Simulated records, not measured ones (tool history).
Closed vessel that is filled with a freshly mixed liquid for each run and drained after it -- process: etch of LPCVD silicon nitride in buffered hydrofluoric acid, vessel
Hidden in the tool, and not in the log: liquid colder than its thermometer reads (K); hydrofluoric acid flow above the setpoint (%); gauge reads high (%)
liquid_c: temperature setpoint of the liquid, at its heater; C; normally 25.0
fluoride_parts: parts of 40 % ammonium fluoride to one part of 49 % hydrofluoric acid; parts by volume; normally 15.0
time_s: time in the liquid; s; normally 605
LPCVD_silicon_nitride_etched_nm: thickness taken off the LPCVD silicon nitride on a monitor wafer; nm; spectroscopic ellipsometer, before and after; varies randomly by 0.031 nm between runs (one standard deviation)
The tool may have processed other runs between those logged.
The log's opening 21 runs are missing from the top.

run,hour,liquid_c,fluoride_parts,time_s,wafers since the last listed run,hours since the thermometer was replaced,hours since the hydrofluoric acid flow meter was replaced,hours since the gauge calibration,"read-back film thickness of the LPCVD silicon nitride reference wafer, read on the same gauge (nm)",LPCVD_silicon_nitride_etched_nm
22,267.5,21.0,12.0,730,681,38.8,12.4,345.7,40.07,8.45
23,280.0,25.0,15.0,605,957,51.3,24.9,358.2,39.98,6.97
24,288.9,25.0,10.0,605,681,60.2,33.8,367.1,40.02,10.41
25,298.4,25.0,15.0,715,727,69.7,43.3,376.6,40.01,8.23
26,315.8,22.0,18.5,910,1332,87.1,60.7,394.0,39.97,7.23
27,333.5,25.0,19.5,605,1355,104.8,78.4,411.7,40.00,5.38
28,342.0,25.0,15.0,605,650,113.3,86.9,420.2,40.00,6.94
# hour 351.2: gauge calibrated
29,392.9,23.5,15.0,920,3898,164.2,137.8,41.7,39.97,9.73
30,424.3,25.0,15.0,965,2404,195.6,169.2,73.1,40.00,11.05
31,437.7,25.0,15.0,740,1026,209.0,182.6,86.5,39.94,8.47
32,478.5,25.0,13.0,910,3124,249.8,223.4,127.3,39.99,11.94

Branching from run 32: 4 alternative next runs. What would each branch give?
A,479.3,25.0,15.0,605,61,250.6,224.2,128.1,?,?
B,479.3,20.0,13.5,420,61,250.6,224.2,128.1,?,?
C,479.3,27.5,17.0,605,61,250.6,224.2,128.1,?,?
D,479.3,25.0,12.0,605,61,250.6,224.2,128.1,?,?

run,"read-back film thickness of the LPCVD silicon nitride reference wafer, read on the same gauge (nm)",LPCVD_silicon_nitride_etched_nm
A,40.02,6.89
B,40.02,4.03
C,40.02,6.98
D,40.02,8.58
Without the tool's unlogged condition, the same runs would have read:
run,LPCVD_silicon_nitride_etched_nm
A,7.00
B,4.09
C,7.08
D,8.71
